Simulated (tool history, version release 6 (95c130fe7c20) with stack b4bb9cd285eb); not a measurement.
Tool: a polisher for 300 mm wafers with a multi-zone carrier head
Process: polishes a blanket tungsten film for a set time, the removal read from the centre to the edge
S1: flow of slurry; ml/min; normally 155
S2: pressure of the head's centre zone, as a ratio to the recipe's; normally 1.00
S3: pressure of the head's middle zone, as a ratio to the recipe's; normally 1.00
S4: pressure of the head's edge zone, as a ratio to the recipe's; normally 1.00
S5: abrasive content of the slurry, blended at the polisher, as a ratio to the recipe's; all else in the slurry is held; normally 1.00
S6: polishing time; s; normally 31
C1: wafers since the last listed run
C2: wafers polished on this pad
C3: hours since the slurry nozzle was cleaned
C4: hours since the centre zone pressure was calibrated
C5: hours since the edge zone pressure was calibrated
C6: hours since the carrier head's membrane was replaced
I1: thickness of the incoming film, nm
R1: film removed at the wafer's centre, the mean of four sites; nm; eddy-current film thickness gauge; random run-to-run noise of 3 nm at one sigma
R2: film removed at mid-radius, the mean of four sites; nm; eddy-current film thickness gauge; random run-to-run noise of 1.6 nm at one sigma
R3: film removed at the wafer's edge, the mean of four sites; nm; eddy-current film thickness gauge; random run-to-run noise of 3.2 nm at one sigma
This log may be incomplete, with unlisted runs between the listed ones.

| run | hour | S1 | S2 | S3 | S4 | S5 | S6 | C1 | C2 | C3 | C4 | C5 | C6 | I1 | R1 | R2 | R3 |
|---|---|---|---|---|---|---|---|---|---|---|---|---|---|---|---|---|---|
| 1 | 0.0 | 155 | 1.00 | 1.00 | 1.00 | 1.00 | 31 | 0 | 1735 | 503.9 | 795.2 | 1031.9 | 869.4 | 844.4 | 201.5 | 230.6 | 224.6 |
| 2 | 49.6 | 155 | 1.00 | 1.00 | 1.00 | 1.00 | 31 | 772 | 2507 | 553.5 | 844.8 | 1081.5 | 919.0 | 822.3 | 196.8 | 228.7 | 228.4 |
| 3 | 151.3 | 155 | 1.00 | 1.00 | 1.00 | 1.00 | 31 | 1583 | 4091 | 655.2 | 946.5 | 1183.2 | 1020.7 | 827.9 | 192.1 | 219.8 | 216.6 |
| 4 | 190.7 | 155 | 1.00 | 1.06 | 1.00 | 1.00 | 31 | 613 | 4705 | 694.6 | 985.9 | 1222.6 | 1060.1 | 819.7 | 190.5 | 227.8 | 214.5 |
|  | 213.7 | slurry nozzle cleaned |
|  | 238.2 | worn pad replaced by a new one |
|  | 257.7 | edge zone pressure recalibrated |
| 5 | 258.2 | 155 | 1.00 | 1.00 | 1.00 | 1.25 | 31 | 942 | 280 | 44.5 | 1053.4 | 0.5 | 1127.6 | 817.3 | 215.3 | 241.7 | 243.9 |
|  | 290.9 | carrier head's membrane replaced by a new one |
| 6 | 309.4 | 155 | 1.00 | 1.00 | 1.00 | 1.00 | 31 | 719 | 1000 | 95.7 | 1104.6 | 51.7 | 18.5 | 829.7 | 204.2 | 235.3 | 232.3 |
| 7 | 365.5 | 155 | 0.90 | 1.00 | 1.00 | 1.00 | 24 | 873 | 1873 | 151.8 | 1160.7 | 107.8 | 74.6 | 834.5 | 138.5 | 176.9 | 173.6 |
| 8 | 389.6 | 155 | 1.04 | 1.00 | 1.00 | 1.00 | 31 | 375 | 2249 | 175.9 | 1184.8 | 131.9 | 98.7 | 818.4 | 204.4 | 226.1 | 224.4 |
|  | 410.1 | centre zone pressure recalibrated |
| 9 | 454.7 | 155 | 1.00 | 0.95 | 1.12 | 1.30 | 31 | 982 | 3231 | 241.0 | 44.6 | 197.0 | 163.8 | 822.1 | 232.2 | 217.3 | 242.2 |
| 10 | 498.4 | 155 | 1.00 | 1.00 | 1.00 | 1.00 | 31 | 680 | 3912 | 284.7 | 88.3 | 240.7 | 207.5 | 833.4 | 217.7 | 220.5 | 217.9 |
|  | 596.2 | worn pad replaced by a new one |
| 11 | 660.2 | 155 | 1.00 | 1.00 | 1.00 | 1.00 | 31 | 2457 | 997 | 446.5 | 250.1 | 402.5 | 369.3 | 834.3 | 224.8 | 237.5 | 238.2 |
| 12 | 685.8 | 155 | 1.00 | 1.00 | 1.00 | 1.00 | 31 | 398 | 1395 | 472.1 | 275.7 | 428.1 | 394.9 | 830.2 | 221.6 | 231.9 | 228.4 |
| 13 | 710.8 | 110 | 0.96 | 1.00 | 1.00 | 0.85 | 31 | 389 | 1785 | 497.1 | 300.7 | 453.1 | 419.9 | 834.6 | 188.2 | 215.0 | 216.8 |
| 14 | 781.4 | 155 | 1.00 | 1.00 | 1.00 | 0.75 | 31 | 1099 | 2884 | 567.7 | 371.3 | 523.7 | 490.5 | 836.6 | 204.9 | 219.0 | 213.9 |
| 15 | 825.2 | 155 | 1.10 | 1.00 | 1.00 | 1.00 | 31 | 682 | 3566 | 611.5 | 415.1 | 567.5 | 534.3 | 827.6 | 227.9 | 221.1 | 225.5 |
|  | 860.2 | slurry nozzle cleaned |
| 16 | 870.4 | 155 | 1.00 | 1.00 | 1.00 | 1.25 | 31 | 688 | 4254 | 10.2 | 460.3 | 612.7 | 579.5 | 816.7 | 209.9 | 223.5 | 217.0 |
| 17 | 898.6 | 155 | 1.00 | 1.00 | 1.00 | 1.00 | 22 | 439 | 4694 | 38.4 | 488.5 | 640.9 | 607.7 | 833.5 | 140.9 | 152.8 | 152.2 |
|  | 915.1 | worn pad replaced by a new one |
| 18 | 924.4 | 155 | 1.00 | 1.00 | 1.00 | 1.00 | 31 | 339 | 145 | 64.2 | 514.3 | 666.7 | 633.5 | 835.5 | 217.2 | 236.7 | 232.0 |
| 19 | 965.3 | 155 | 1.00 | 1.00 | 1.00 | 1.00 | 24 | 636 | 782 | 105.1 | 555.2 | 707.6 | 674.4 | 832.9 | 163.2 | 179.5 | 182.5 |
| 20 | 1014.5 | 175 | 1.00 | 1.10 | 0.91 | 1.00 | 31 | 766 | 1548 | 154.3 | 604.4 | 756.8 | 723.6 | 830.3 | 215.6 | 253.6 | 214.9 |

Below are 5 alternative next runs, each starting from the tool's condition after run 20. Predict each:
| A | 1014.9 | 155 | 1.00 | 1.00 | 1.00 | 1.00 | 31 | 6 | 1554 | 154.7 | 604.8 | 757.2 | 724.0 | 831.7 | ? | ? | ? |
| B | 1014.9 | 115 | 0.94 | 1.00 | 0.96 | 1.00 | 31 | 6 | 1554 | 154.7 | 604.8 | 757.2 | 724.0 | 831.7 | ? | ? | ? |
| C | 1014.9 | 155 | 0.89 | 1.00 | 1.00 | 0.75 | 31 | 6 | 1554 | 154.7 | 604.8 | 757.2 | 724.0 | 831.7 | ? | ? | ? |
| D | 1014.9 | 155 | 1.00 | 1.00 | 1.00 | 1.15 | 31 | 6 | 1554 | 154.7 | 604.8 | 757.2 | 724.0 | 831.7 | ? | ? | ? |
| E | 1014.9 | 100 | 1.00 | 1.00 | 0.93 | 0.70 | 35 | 6 | 1554 | 154.7 | 604.8 | 757.2 | 724.0 | 831.7 | ? | ? | ? |

| run | R1 | R2 | R3 |
|---|---|---|---|
| A | 203.7 | 229.2 | 225.6 |
| B | 180.2 | 217.4 | 213.1 |
| C | 175.2 | 222.1 | 218.5 |
| D | 207.3 | 233.2 | 229.6 |
| E | 201.7 | 229.4 | 223.5 |
What these runs would have given with no unlogged condition in the tool:
| run | R1 | R2 | R3 |
|---|---|---|---|
| A | 233.9 | 239.7 | 236.1 |
| B | 207.0 | 227.4 | 223.0 |
| C | 201.4 | 232.3 | 228.7 |
| D | 238.0 | 243.9 | 240.3 |
| E | 231.6 | 240.0 | 233.9 |
